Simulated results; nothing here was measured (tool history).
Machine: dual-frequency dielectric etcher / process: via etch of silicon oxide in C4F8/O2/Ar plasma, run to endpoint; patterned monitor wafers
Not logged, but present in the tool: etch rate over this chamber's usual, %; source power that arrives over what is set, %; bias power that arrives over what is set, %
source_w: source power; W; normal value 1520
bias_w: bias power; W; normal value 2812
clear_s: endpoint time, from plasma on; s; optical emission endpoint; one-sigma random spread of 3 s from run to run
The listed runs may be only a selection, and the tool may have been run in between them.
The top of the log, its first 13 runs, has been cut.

run	hour	source_w	bias_w	wafers since the last listed run	hours since the last wet clean	hours since the last source power generator calibration	hours since the last bias power generator calibration	hours since the last upper electrode change	incoming incoming film thickness, nm	clear_s
14	293.1	1520	2337	95	49.1	1897.4	2073.3	3728.0	1781.6	359.8
15	308.1	1520	2337	74	64.1	1912.4	2088.3	3743.0	1778.8	370.0
# hour 334.4: upper electrode replaced
16	334.9	1520	2812	13	90.9	1939.2	2115.1	0.5	1778.5	345.0
17	359.3	1310	2812	121	115.3	1963.6	2139.5	24.9	1743.9	359.6
# hour 364.4: source power generator calibrated
18	377.6	1520	2812	71	133.6	13.2	2157.8	43.2	1754.3	333.6
19	394.1	1210	3272	82	150.1	29.7	2174.3	59.7	1781.9	357.4
20	413.7	1520	2812	97	169.7	49.3	2193.9	79.3	1772.8	340.4
21	430.0	1620	2812	81	186.0	65.6	2210.2	95.6	1758.7	327.7
# hour 496.8: bias power generator calibrated
22	499.8	1400	2572	328	255.8	135.4	3.0	165.4	1767.3	366.9
23	521.8	1320	3189	109	277.8	157.4	25.0	187.4	1752.2	341.0
24	534.9	1870	2286	65	290.9	170.5	38.1	200.5	1776.1	335.9
25	603.1	1520	2812	340	359.1	238.7	106.3	268.7	1780.2	339.1
26	637.2	1220	3019	170	393.2	272.8	140.4	302.8	1780.7	365.6
27	655.0	1880	3456	88	411.0	290.6	158.2	320.6	1762.1	287.8
28	690.4	1520	2337	176	446.4	326.0	193.6	356.0	1768.9	364.6
29	703.2	1520	3336	63	459.2	338.8	206.4	368.8	1780.6	324.2
30	719.0	1200	3500	78	475.0	354.6	222.2	384.6	1774.8	352.5

Below are 5 alternative next runs, each starting from the tool's condition after run 30. Predict each:
A	719.5	1680	2812	2	475.5	355.1	222.7	385.1	1742.1	?
B	719.5	1780	3403	2	475.5	355.1	222.7	385.1	1742.1	?
C	719.5	1410	2501	2	475.5	355.1	222.7	385.1	1742.1	?
D	719.5	1720	3459	2	475.5	355.1	222.7	385.1	1742.1	?
E	719.5	1380	2812	2	475.5	355.1	222.7	385.1	1742.1	?

run	clear_s
A	319.0
B	289.2
C	361.6
D	291.8
E	349.2
Take away the tool's hidden state, keep each run's random variation, and the runs would have read:
run	clear_s
A	319.0
B	289.2
C	361.6
D	291.8
E	349.2
